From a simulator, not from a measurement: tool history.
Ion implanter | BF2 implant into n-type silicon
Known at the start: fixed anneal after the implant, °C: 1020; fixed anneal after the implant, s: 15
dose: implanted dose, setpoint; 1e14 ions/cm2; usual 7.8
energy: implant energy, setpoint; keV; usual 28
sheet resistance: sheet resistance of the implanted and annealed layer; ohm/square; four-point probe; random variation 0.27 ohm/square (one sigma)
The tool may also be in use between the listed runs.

run,day,dose,energy,wafers since the last listed run,hours since the last dose calibration,hours since the extraction supply was calibrated,hours since the gauge calibration,"read-back reference wafer on the same gauge, sheet resistance",sheet resistance
1,0,7.8,32,0,1504.6,4861.3,52,156.01,167.12
2,1.3,7.8,28,285,1535.8,4892.5,83.2,156.1,173.11
3,2.058,7.8,28,166,1554,4910.7,101.4,156.1,173.86
4,3.488,7.8,28,314,1588.3,4945,135.7,156.06,173.94
5,4.704,7.8,28,267,1617.5,4974.2,164.9,156.04,173.63
# day 5.638: extraction supply calibrated
6,6.083,7.8,28,229,1650.6,10.7,198,156,173.48
# day 7.075: Faraday cup replaced and dose calibrated
7,7.108,9.65,28,152,0.8,35.3,222.6,156.04,163.58
8,8.433,7.8,35,291,32.6,67.1,254.4,155.97,174.95
# day 9.483: Faraday cup replaced and dose calibrated, repeated, since the last time left the tool worse
9,9.717,10.12,25,208,5.6,97.9,285.2,156.1,161.74
10,10.329,9.17,23.5,134,20.3,112.6,299.9,156.07,172.98
# day 10.833: gauge calibrated
11,11.508,5.93,36.5,259,48.6,140.9,16.2,156.03,204.81
12,12.754,7.8,28,273,78.5,170.8,46.1,155.97,177.62
13,13.304,8.39,21,120,91.7,184,59.3,155.91,187.21
14,14.383,7.05,28,237,117.6,209.9,85.2,155.88,189.47

The same runs without the tool's hidden state, with the same run-to-run variation:
The hidden state here: deviation of the true dose from the Faraday cup's reading, %; deviation of the true energy from its setpoint, %; gauge reads high (%).
run,sheet resistance
1,171.58
2,177.41
3,178.18
4,178.28
5,177.98
6,177.84
7,158.1
8,167.16
9,161.51
10,172.8
11,204.79
12,177.83
13,187.47
14,190.04
